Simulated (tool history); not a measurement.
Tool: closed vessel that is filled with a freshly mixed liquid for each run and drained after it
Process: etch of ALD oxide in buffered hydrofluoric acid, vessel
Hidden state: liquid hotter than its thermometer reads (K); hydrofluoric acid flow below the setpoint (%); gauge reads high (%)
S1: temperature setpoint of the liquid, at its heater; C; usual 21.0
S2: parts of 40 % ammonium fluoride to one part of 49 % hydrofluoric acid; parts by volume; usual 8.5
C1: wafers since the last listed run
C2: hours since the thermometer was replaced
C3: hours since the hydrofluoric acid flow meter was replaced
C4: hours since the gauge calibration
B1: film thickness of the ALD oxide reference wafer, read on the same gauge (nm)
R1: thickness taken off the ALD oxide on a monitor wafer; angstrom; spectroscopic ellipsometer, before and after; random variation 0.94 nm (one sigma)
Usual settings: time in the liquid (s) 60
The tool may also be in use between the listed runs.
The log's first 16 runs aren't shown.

{"run": 17, "hour": 191.3, "S1": 21.0, "S2": 6.0, "time in the liquid (s)": 70, "C1": 1899, "C2": 1166.8, "C3": 1839.2, "C4": 61.5, "B1": 130.0, "R1": 3802.2}
{"run": 18, "hour": 200.5, "S1": 23.5, "S2": 8.5, "time in the liquid (s)": 85, "C1": 1040, "C2": 1176.0, "C3": 1848.4, "C4": 70.7, "B1": 130.0, "R1": 3719.6}
{"run": 19, "hour": 215.5, "S1": 18.0, "S2": 8.5, "time in the liquid (s)": 60, "C1": 1695, "C2": 1191.0, "C3": 1863.4, "C4": 85.7, "B1": 130.0, "R1": 1951.3}
{"run": 20, "hour": 226.1, "S1": 18.5, "S2": 6.0, "time in the liquid (s)": 95, "C1": 1198, "C2": 1201.6, "C3": 1874.0, "C4": 96.3, "B1": 129.99, "R1": 4487.9}
{"run": 21, "hour": 240.9, "S1": 22.5, "S2": 6.5, "time in the liquid (s)": 90, "C1": 1673, "C2": 1216.4, "C3": 1888.8, "C4": 111.1, "B1": 130.0, "R1": 4964.8}
{"run": 22, "hour": 249.5, "S1": 21.0, "S2": 10.0, "time in the liquid (s)": 35, "C1": 972, "C2": 1225.0, "C3": 1897.4, "C4": 119.7, "B1": 129.98, "R1": 1186.8}
{"run": 23, "hour": 259.9, "S1": 21.0, "S2": 10.5, "time in the liquid (s)": 90, "C1": 1175, "C2": 1235.4, "C3": 1907.8, "C4": 130.1, "B1": 130.0, "R1": 2907.9}
{"hour": 269.4, "done": "thermometer replaced"}
{"run": 24, "hour": 304.5, "S1": 21.0, "S2": 8.5, "time in the liquid (s)": 60, "C1": 4929, "C2": 35.1, "C3": 1952.4, "C4": 174.7, "B1": 130.0, "R1": 2190.2}
{"run": 25, "hour": 329.7, "S1": 18.0, "S2": 7.0, "time in the liquid (s)": 75, "C1": 2849, "C2": 60.3, "C3": 1977.6, "C4": 199.9, "B1": 130.0, "R1": 2855.8}
{"run": 26, "hour": 347.6, "S1": 18.5, "S2": 11.0, "time in the liquid (s)": 90, "C1": 2023, "C2": 78.2, "C3": 1995.5, "C4": 217.8, "B1": 130.02, "R1": 2292.5}
{"run": 27, "hour": 364.4, "S1": 18.5, "S2": 7.0, "time in the liquid (s)": 70, "C1": 1899, "C2": 95.0, "C3": 2012.3, "C4": 234.6, "B1": 130.0, "R1": 2753.6}
{"run": 28, "hour": 371.4, "S1": 19.0, "S2": 8.5, "time in the liquid (s)": 35, "C1": 791, "C2": 102.0, "C3": 2019.3, "C4": 241.6, "B1": 130.01, "R1": 1137.0}
{"hour": 381.8, "done": "hydrofluoric acid flow meter replaced"}
{"run": 29, "hour": 384.9, "S1": 21.0, "S2": 10.0, "time in the liquid (s)": 80, "C1": 1413, "C2": 115.5, "C3": 3.1, "C4": 255.1, "B1": 130.01, "R1": 2556.2}
{"run": 30, "hour": 392.6, "S1": 21.0, "S2": 7.5, "time in the liquid (s)": 80, "C1": 870, "C2": 123.2, "C3": 10.8, "C4": 262.8, "B1": 129.99, "R1": 3356.2}
{"run": 31, "hour": 428.4, "S1": 17.0, "S2": 8.5, "time in the liquid (s)": 70, "C1": 4047, "C2": 159.0, "C3": 46.6, "C4": 298.6, "B1": 130.0, "R1": 2047.4}
{"run": 32, "hour": 448.1, "S1": 21.0, "S2": 8.5, "time in the liquid (s)": 60, "C1": 2227, "C2": 178.7, "C3": 66.3, "C4": 318.3, "B1": 130.04, "R1": 2200.6}
{"run": 33, "hour": 455.0, "S1": 17.0, "S2": 5.5, "time in the liquid (s)": 60, "C1": 780, "C2": 185.6, "C3": 73.2, "C4": 325.2, "B1": 130.0, "R1": 2643.4}
{"run": 34, "hour": 499.8, "S1": 17.5, "S2": 5.5, "time in the liquid (s)": 40, "C1": 5065, "C2": 230.4, "C3": 118.0, "C4": 370.0, "B1": 130.01, "R1": 1832.2}
{"run": 35, "hour": 508.9, "S1": 23.0, "S2": 8.5, "time in the liquid (s)": 95, "C1": 1028, "C2": 239.5, "C3": 127.1, "C4": 379.1, "B1": 130.0, "R1": 3890.0}

Forecast each of these 3 alternatives for the next run:
{"run": "A", "hour": 509.6, "S1": 21.0, "S2": 8.5, "time in the liquid (s)": 60, "C1": 79, "C2": 240.2, "C3": 127.8, "C4": 379.8, "B1": "?", "R1": "?"}
{"run": "B", "hour": 509.6, "S1": 17.0, "S2": 9.5, "time in the liquid (s)": 90, "C1": 79, "C2": 240.2, "C3": 127.8, "C4": 379.8, "B1": "?", "R1": "?"}
{"run": "C", "hour": 509.6, "S1": 21.0, "S2": 5.5, "time in the liquid (s)": 30, "C1": 79, "C2": 240.2, "C3": 127.8, "C4": 379.8, "B1": "?", "R1": "?"}

run=A B1=129.99 R1=2194.8
run=B B1=129.99 R1=2388.0
run=C B1=129.99 R1=1666.0
Without the tool's hidden state the same runs would have given:
run=A R1=2163.4
run=B R1=2352.9
run=C R1=1642.2
